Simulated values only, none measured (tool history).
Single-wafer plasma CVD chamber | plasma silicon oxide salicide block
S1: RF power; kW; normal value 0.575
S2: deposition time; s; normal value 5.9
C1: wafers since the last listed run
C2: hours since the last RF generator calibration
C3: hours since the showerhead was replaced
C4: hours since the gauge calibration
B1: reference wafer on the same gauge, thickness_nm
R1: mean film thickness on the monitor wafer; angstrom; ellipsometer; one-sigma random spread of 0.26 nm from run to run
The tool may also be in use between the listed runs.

{"run": 1, "day": 0.0, "S1": 0.575, "S2": 5.9, "C1": 0, "C2": 1318.1, "C3": 1648.9, "C4": 2087.8, "B1": 67.782, "R1": 580.48}
{"run": 2, "day": 1.85, "S1": 0.575, "S2": 5.9, "C1": 1368, "C2": 1362.5, "C3": 1693.3, "C4": 2132.2, "B1": 67.695, "R1": 574.56}
{"run": 3, "day": 3.979, "S1": 0.575, "S2": 5.9, "C1": 1574, "C2": 1413.6, "C3": 1744.4, "C4": 2183.3, "B1": 67.557, "R1": 576.55}
{"run": 4, "day": 5.325, "S1": 0.575, "S2": 5.9, "C1": 995, "C2": 1445.9, "C3": 1776.7, "C4": 2215.6, "B1": 67.605, "R1": 579.95}
{"run": 5, "day": 8.129, "S1": 0.575, "S2": 5.9, "C1": 2073, "C2": 1513.2, "C3": 1844, "C4": 2282.9, "B1": 67.536, "R1": 572.69}
{"run": 6, "day": 11.1, "S1": 0.575, "S2": 5.9, "C1": 2196, "C2": 1584.5, "C3": 1915.3, "C4": 2354.2, "B1": 67.716, "R1": 573.37}
{"run": 7, "day": 13.612, "S1": 0.575, "S2": 5.9, "C1": 1857, "C2": 1644.8, "C3": 1975.6, "C4": 2414.5, "B1": 67.518, "R1": 576.9}
{"run": 8, "day": 15.317, "S1": 0.575, "S2": 5.9, "C1": 1260, "C2": 1685.7, "C3": 2016.5, "C4": 2455.4, "B1": 67.606, "R1": 577.22}
{"run": 9, "day": 17.296, "S1": 0.575, "S2": 6.42, "C1": 1463, "C2": 1733.2, "C3": 2064, "C4": 2502.9, "B1": 67.571, "R1": 628.69}
{"run": 10, "day": 20.088, "S1": 0.64, "S2": 5.9, "C1": 2064, "C2": 1800.2, "C3": 2131, "C4": 2569.9, "B1": 67.616, "R1": 588.92}
{"run": 11, "day": 22.775, "S1": 0.64, "S2": 5.9, "C1": 1987, "C2": 1864.7, "C3": 2195.5, "C4": 2634.4, "B1": 67.623, "R1": 590.49}
{"run": 12, "day": 24.733, "S1": 0.64, "S2": 5.9, "C1": 1448, "C2": 1911.7, "C3": 2242.5, "C4": 2681.4, "B1": 67.652, "R1": 591.13}
{"run": 13, "day": 31.758, "S1": 0.575, "S2": 5.9, "C1": 5194, "C2": 2080.3, "C3": 2411.1, "C4": 2850, "B1": 67.593, "R1": 576.96}
{"run": 14, "day": 33.246, "S1": 0.575, "S2": 5.9, "C1": 1099, "C2": 2116, "C3": 2446.8, "C4": 2885.7, "B1": 67.504, "R1": 571.77}
{"run": 15, "day": 36.004, "S1": 0.575, "S2": 5.9, "C1": 2039, "C2": 2182.2, "C3": 2513, "C4": 2951.9, "B1": 67.639, "R1": 577.74}
{"run": 16, "day": 38.6, "S1": 0.495, "S2": 5.9, "C1": 1919, "C2": 2244.5, "C3": 2575.3, "C4": 3014.2, "B1": 67.433, "R1": 559.2}
{"day": 39.946, "done": "gauge calibrated"}
{"run": 17, "day": 40.317, "S1": 0.575, "S2": 5.9, "C1": 1269, "C2": 2285.7, "C3": 2616.5, "C4": 8.9, "B1": 69.026, "R1": 586.27}
{"day": 41.212, "done": "RF generator calibrated"}
{"run": 18, "day": 43.096, "S1": 0.575, "S2": 5.9, "C1": 1808, "C2": 45.2, "C3": 2683.2, "C4": 75.6, "B1": 68.831, "R1": 590.77}
{"run": 19, "day": 45.3, "S1": 0.575, "S2": 5.9, "C1": 1629, "C2": 98.1, "C3": 2736.1, "C4": 128.5, "B1": 68.723, "R1": 587}
{"run": 20, "day": 47.767, "S1": 0.575, "S2": 5.9, "C1": 1824, "C2": 157.3, "C3": 2795.3, "C4": 187.7, "B1": 68.699, "R1": 584.13}
{"run": 21, "day": 49.992, "S1": 0.575, "S2": 5.9, "C1": 1645, "C2": 210.7, "C3": 2848.7, "C4": 241.1, "B1": 68.67, "R1": 584.22}
{"run": 22, "day": 51.212, "S1": 0.52, "S2": 6.96, "C1": 902, "C2": 240, "C3": 2878, "C4": 270.4, "B1": 68.768, "R1": 673.27}
{"run": 23, "day": 53.546, "S1": 0.52, "S2": 6.45, "C1": 1725, "C2": 296, "C3": 2934, "C4": 326.4, "B1": 68.43, "R1": 628.99}
{"run": 24, "day": 54.608, "S1": 0.575, "S2": 5.9, "C1": 785, "C2": 321.5, "C3": 2959.5, "C4": 351.9, "B1": 68.454, "R1": 582.9}
{"run": 25, "day": 57.108, "S1": 0.5, "S2": 4.73, "C1": 1848, "C2": 381.5, "C3": 3019.5, "C4": 411.9, "B1": 68.383, "R1": 450.61}
{"run": 26, "day": 59.579, "S1": 0.575, "S2": 6.71, "C1": 1827, "C2": 440.8, "C3": 3078.8, "C4": 471.2, "B1": 68.354, "R1": 665.57}
{"run": 27, "day": 61.458, "S1": 0.66, "S2": 6.87, "C1": 1389, "C2": 485.9, "C3": 3123.9, "C4": 516.3, "B1": 68.406, "R1": 700.7}
{"run": 28, "day": 63.85, "S1": 0.54, "S2": 5.44, "C1": 1768, "C2": 543.3, "C3": 3181.3, "C4": 573.7, "B1": 68.274, "R1": 529.22}
{"run": 29, "day": 64.942, "S1": 0.675, "S2": 5.42, "C1": 807, "C2": 569.5, "C3": 3207.5, "C4": 599.9, "B1": 68.253, "R1": 555.6}
{"run": 30, "day": 67.5, "S1": 0.575, "S2": 5.9, "C1": 1891, "C2": 630.9, "C3": 3268.9, "C4": 661.3, "B1": 68.237, "R1": 581.15}
{"run": 31, "day": 68.983, "S1": 0.575, "S2": 5.9, "C1": 1096, "C2": 666.5, "C3": 3304.5, "C4": 696.9, "B1": 68.141, "R1": 578.25}
{"run": 32, "day": 77.254, "S1": 0.48, "S2": 5.9, "C1": 6115, "C2": 865, "C3": 3503, "C4": 895.4, "B1": 67.964, "R1": 552.28}
{"day": 78.071, "done": "showerhead replaced"}
{"run": 33, "day": 79.821, "S1": 0.515, "S2": 5.15, "C1": 1651, "C2": 926.6, "C3": 42, "C4": 957, "B1": 68.008, "R1": 497.09}
{"run": 34, "day": 82.108, "S1": 0.505, "S2": 4.97, "C1": 1691, "C2": 981.5, "C3": 96.9, "C4": 1011.9, "B1": 68.048, "R1": 470.65}
{"run": 35, "day": 83.996, "S1": 0.575, "S2": 5.9, "C1": 1395, "C2": 1026.8, "C3": 142.2, "C4": 1057.2, "B1": 67.89, "R1": 577.13}
{"run": 36, "day": 85.188, "S1": 0.575, "S2": 6.57, "C1": 881, "C2": 1055.4, "C3": 170.8, "C4": 1085.8, "B1": 67.808, "R1": 645.33}
{"run": 37, "day": 87.025, "S1": 0.575, "S2": 5.9, "C1": 1358, "C2": 1099.5, "C3": 214.9, "C4": 1129.9, "B1": 67.91, "R1": 579.04}
{"run": 38, "day": 89.612, "S1": 0.62, "S2": 6.7, "C1": 1913, "C2": 1161.6, "C3": 277, "C4": 1192, "B1": 67.792, "R1": 666.82}
{"run": 39, "day": 92.025, "S1": 0.575, "S2": 5.9, "C1": 1783, "C2": 1219.5, "C3": 334.9, "C4": 1249.9, "B1": 67.914, "R1": 579.26}
{"run": 40, "day": 94.104, "S1": 0.575, "S2": 6.77, "C1": 1537, "C2": 1269.4, "C3": 384.8, "C4": 1299.8, "B1": 67.827, "R1": 664.03}
{"run": 41, "day": 96.392, "S1": 0.575, "S2": 5.9, "C1": 1691, "C2": 1324.3, "C3": 439.7, "C4": 1354.7, "B1": 67.777, "R1": 583.51}
{"run": 42, "day": 98.812, "S1": 0.49, "S2": 4.98, "C1": 1790, "C2": 1382.4, "C3": 497.8, "C4": 1412.8, "B1": 67.857, "R1": 467.67}
{"run": 43, "day": 101.296, "S1": 0.525, "S2": 5.02, "C1": 1836, "C2": 1442, "C3": 557.4, "C4": 1472.4, "B1": 67.836, "R1": 480.47}

What if the next run were any one of these 5? Each begins from the tool's condition after run 43:
{"run": "A", "day": 101.312, "S1": 0.62, "S2": 5.9, "C1": 12, "C2": 1442.4, "C3": 557.8, "C4": 1472.8, "B1": "?", "R1": "?"}
{"run": "B", "day": 101.312, "S1": 0.63, "S2": 7.01, "C1": 12, "C2": 1442.4, "C3": 557.8, "C4": 1472.8, "B1": "?", "R1": "?"}
{"run": "C", "day": 101.312, "S1": 0.65, "S2": 5.9, "C1": 12, "C2": 1442.4, "C3": 557.8, "C4": 1472.8, "B1": "?", "R1": "?"}
{"run": "D", "day": 101.312, "S1": 0.575, "S2": 6.69, "C1": 12, "C2": 1442.4, "C3": 557.8, "C4": 1472.8, "B1": "?", "R1": "?"}
{"run": "E", "day": 101.312, "S1": 0.625, "S2": 6.76, "C1": 12, "C2": 1442.4, "C3": 557.8, "C4": 1472.8, "B1": "?", "R1": "?"}

run=A B1=67.695 R1=587.47
run=B B1=67.695 R1=700.64
run=C B1=67.695 R1=594.09
run=D B1=67.695 R1=654.49
run=E B1=67.695 R1=674.38
Without the tool's hidden state the same runs would have given:
run=A R1=598.19
run=B R1=713.42
run=C R1=604.93
run=D R1=666.44
run=E R1=686.69

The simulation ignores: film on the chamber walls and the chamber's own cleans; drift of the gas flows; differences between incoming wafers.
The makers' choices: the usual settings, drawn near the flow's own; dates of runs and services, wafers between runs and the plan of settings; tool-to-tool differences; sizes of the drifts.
